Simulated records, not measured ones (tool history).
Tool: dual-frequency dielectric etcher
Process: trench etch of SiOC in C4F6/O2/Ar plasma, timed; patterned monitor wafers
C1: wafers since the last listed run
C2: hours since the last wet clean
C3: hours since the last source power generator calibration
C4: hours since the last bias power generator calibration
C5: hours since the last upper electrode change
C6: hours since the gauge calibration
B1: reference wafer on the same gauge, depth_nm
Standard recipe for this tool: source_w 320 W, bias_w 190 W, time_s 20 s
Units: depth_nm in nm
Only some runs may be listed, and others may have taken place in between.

{"run": 1, "hour": 0.0, "source_w": 320, "bias_w": 190, "time_s": 20, "C1": 0, "C2": 410.7, "C3": 1739.5, "C4": 2257.7, "C5": 4154.6, "C6": 475.8, "B1": 51.61, "depth_nm": 44.04}
{"run": 2, "hour": 14.0, "source_w": 320, "bias_w": 190, "time_s": 20, "C1": 176, "C2": 424.7, "C3": 1753.5, "C4": 2271.7, "C5": 4168.6, "C6": 489.8, "B1": 51.58, "depth_nm": 44.11}
{"run": 3, "hour": 46.8, "source_w": 320, "bias_w": 219, "time_s": 20, "C1": 412, "C2": 457.5, "C3": 1786.3, "C4": 2304.5, "C5": 4201.4, "C6": 522.6, "B1": 51.57, "depth_nm": 45.59}
{"run": 4, "hour": 61.9, "source_w": 320, "bias_w": 219, "time_s": 20, "C1": 189, "C2": 472.6, "C3": 1801.4, "C4": 2319.6, "C5": 4216.5, "C6": 537.7, "B1": 51.58, "depth_nm": 45.32}
{"run": 5, "hour": 82.3, "source_w": 290, "bias_w": 190, "time_s": 23.5, "C1": 256, "C2": 493, "C3": 1821.8, "C4": 2340, "C5": 4236.9, "C6": 558.1, "B1": 51.59, "depth_nm": 50.52}
{"hour": 130.4, "done": "wet clean of the chamber"}
{"hour": 154.7, "done": "upper electrode replaced"}
{"run": 6, "hour": 155.2, "source_w": 290, "bias_w": 190, "time_s": 23.5, "C1": 313, "C2": 24.8, "C3": 1894.7, "C4": 2412.9, "C5": 0.5, "C6": 631, "B1": 51.6, "depth_nm": 49.89}
{"run": 7, "hour": 155.5, "source_w": 290, "bias_w": 190, "time_s": 23.5, "C1": 3, "C2": 25.1, "C3": 1895, "C4": 2413.2, "C5": 0.8, "C6": 631.3, "B1": 51.57, "depth_nm": 49.72}
{"run": 8, "hour": 173.0, "source_w": 320, "bias_w": 190, "time_s": 20, "C1": 220, "C2": 42.6, "C3": 1912.5, "C4": 2430.7, "C5": 18.3, "C6": 648.8, "B1": 51.57, "depth_nm": 43.38}
{"run": 9, "hour": 190.1, "source_w": 320, "bias_w": 190, "time_s": 20, "C1": 215, "C2": 59.7, "C3": 1929.6, "C4": 2447.8, "C5": 35.4, "C6": 665.9, "B1": 51.63, "depth_nm": 43.47}
{"run": 10, "hour": 244.4, "source_w": 320, "bias_w": 190, "time_s": 20, "C1": 683, "C2": 114, "C3": 1983.9, "C4": 2502.1, "C5": 89.7, "C6": 720.2, "B1": 51.62, "depth_nm": 43.41}
{"run": 11, "hour": 256.7, "source_w": 320, "bias_w": 162, "time_s": 20, "C1": 154, "C2": 126.3, "C3": 1996.2, "C4": 2514.4, "C5": 102, "C6": 732.5, "B1": 51.61, "depth_nm": 42.02}
{"hour": 267.9, "done": "gauge calibrated"}
{"run": 12, "hour": 285.6, "source_w": 320, "bias_w": 175, "time_s": 20, "C1": 363, "C2": 155.2, "C3": 2025.1, "C4": 2543.3, "C5": 130.9, "C6": 17.7, "B1": 51.58, "depth_nm": 42.66}
{"run": 13, "hour": 305.6, "source_w": 270, "bias_w": 190, "time_s": 20, "C1": 251, "C2": 175.2, "C3": 2045.1, "C4": 2563.3, "C5": 150.9, "C6": 37.7, "B1": 51.6, "depth_nm": 42.19}
{"run": 14, "hour": 355.8, "source_w": 320, "bias_w": 147, "time_s": 23.5, "C1": 631, "C2": 225.4, "C3": 2095.3, "C4": 2613.5, "C5": 201.1, "C6": 87.9, "B1": 51.58, "depth_nm": 48.35}
{"run": 15, "hour": 371.2, "source_w": 320, "bias_w": 190, "time_s": 20, "C1": 193, "C2": 240.8, "C3": 2110.7, "C4": 2628.9, "C5": 216.5, "C6": 103.3, "B1": 51.62, "depth_nm": 43.71}
{"hour": 389.1, "done": "source power generator calibrated"}
{"run": 16, "hour": 397.1, "source_w": 290, "bias_w": 190, "time_s": 18.5, "C1": 275, "C2": 266.7, "C3": 8, "C4": 2654.8, "C5": 242.4, "C6": 129.2, "B1": 51.6, "depth_nm": 39.44}
{"run": 17, "hour": 409.4, "source_w": 340, "bias_w": 190, "time_s": 20, "C1": 154, "C2": 279, "C3": 20.3, "C4": 2667.1, "C5": 254.7, "C6": 141.5, "B1": 51.65, "depth_nm": 44.05}
{"run": 18, "hour": 428.9, "source_w": 370, "bias_w": 218, "time_s": 16.5, "C1": 245, "C2": 298.5, "C3": 39.8, "C4": 2686.6, "C5": 274.2, "C6": 161, "B1": 51.63, "depth_nm": 38.61}
{"run": 19, "hour": 445.9, "source_w": 240, "bias_w": 190, "time_s": 20, "C1": 213, "C2": 315.5, "C3": 56.8, "C4": 2703.6, "C5": 291.2, "C6": 178, "B1": 51.57, "depth_nm": 41.12}
{"run": 20, "hour": 475.7, "source_w": 390, "bias_w": 177, "time_s": 23, "C1": 374, "C2": 345.3, "C3": 86.6, "C4": 2733.4, "C5": 321, "C6": 207.8, "B1": 51.63, "depth_nm": 51.69}
{"run": 21, "hour": 509.9, "source_w": 320, "bias_w": 190, "time_s": 20, "C1": 430, "C2": 379.5, "C3": 120.8, "C4": 2767.6, "C5": 355.2, "C6": 242, "B1": 51.61, "depth_nm": 43.84}
{"hour": 527.0, "done": "bias power generator calibrated"}
{"run": 22, "hour": 529.4, "source_w": 320, "bias_w": 219, "time_s": 20, "C1": 194, "C2": 399, "C3": 140.3, "C4": 2.4, "C5": 374.7, "C6": 261.5, "B1": 51.55, "depth_nm": 45.23}
{"run": 23, "hour": 564.5, "source_w": 290, "bias_w": 169, "time_s": 22, "C1": 441, "C2": 434.1, "C3": 175.4, "C4": 37.5, "C5": 409.8, "C6": 296.6, "B1": 51.57, "depth_nm": 46.09}
{"run": 24, "hour": 587.3, "source_w": 320, "bias_w": 190, "time_s": 20, "C1": 286, "C2": 456.9, "C3": 198.2, "C4": 60.3, "C5": 432.6, "C6": 319.4, "B1": 51.55, "depth_nm": 43.85}
{"run": 25, "hour": 603.1, "source_w": 320, "bias_w": 190, "time_s": 20, "C1": 198, "C2": 472.7, "C3": 214, "C4": 76.1, "C5": 448.4, "C6": 335.2, "B1": 51.58, "depth_nm": 43.84}
{"run": 26, "hour": 622.2, "source_w": 320, "bias_w": 210, "time_s": 15, "C1": 240, "C2": 491.8, "C3": 233.1, "C4": 95.2, "C5": 467.5, "C6": 354.3, "B1": 51.56, "depth_nm": 33.74}
{"run": 27, "hour": 644.9, "source_w": 320, "bias_w": 176, "time_s": 20, "C1": 285, "C2": 514.5, "C3": 255.8, "C4": 117.9, "C5": 490.2, "C6": 377, "B1": 51.59, "depth_nm": 43.51}
{"run": 28, "hour": 664.6, "source_w": 320, "bias_w": 170, "time_s": 20, "C1": 247, "C2": 534.2, "C3": 275.5, "C4": 137.6, "C5": 509.9, "C6": 396.7, "B1": 51.61, "depth_nm": 42.99}
{"run": 29, "hour": 699.7, "source_w": 280, "bias_w": 208, "time_s": 24.5, "C1": 441, "C2": 569.3, "C3": 310.6, "C4": 172.7, "C5": 545, "C6": 431.8, "B1": 51.59, "depth_nm": 53.49}
{"run": 30, "hour": 719.5, "source_w": 320, "bias_w": 190, "time_s": 20, "C1": 249, "C2": 589.1, "C3": 330.4, "C4": 192.5, "C5": 564.8, "C6": 451.6, "B1": 51.55, "depth_nm": 44.1}

Subtracting, for every run, the result it would have given without the tool's unlogged condition from the measured result gives the following. The same run-to-run variation enters both numbers; the gauge's scatter may not:
The hidden state here: etch rate over this chamber's usual, %; source power that arrives over what is set, %; bias power that arrives over what is set, %; gauge reads high (%).
run=1 depth_nm=+0.53
run=2 depth_nm=+0.55
run=3 depth_nm=+0.6
run=4 depth_nm=+0.62
run=5 depth_nm=+0.72
run=6 depth_nm=-0.01
run=7 depth_nm=-0.01
run=8 depth_nm=+0
run=9 depth_nm=+0.03
run=10 depth_nm=+0.09
run=11 depth_nm=+0.1
run=12 depth_nm=+0.14
run=13 depth_nm=+0.16
run=14 depth_nm=+0.25
run=15 depth_nm=+0.25
run=16 depth_nm=+0.24
run=17 depth_nm=+0.29
run=18 depth_nm=+0.27
run=19 depth_nm=+0.31
run=20 depth_nm=+0.44
run=21 depth_nm=+0.41
run=22 depth_nm=+0.44
run=23 depth_nm=+0.5
run=24 depth_nm=+0.51
run=25 depth_nm=+0.52
run=26 depth_nm=+0.41
run=27 depth_nm=+0.57
run=28 depth_nm=+0.59
run=29 depth_nm=+0.77
run=30 depth_nm=+0.66

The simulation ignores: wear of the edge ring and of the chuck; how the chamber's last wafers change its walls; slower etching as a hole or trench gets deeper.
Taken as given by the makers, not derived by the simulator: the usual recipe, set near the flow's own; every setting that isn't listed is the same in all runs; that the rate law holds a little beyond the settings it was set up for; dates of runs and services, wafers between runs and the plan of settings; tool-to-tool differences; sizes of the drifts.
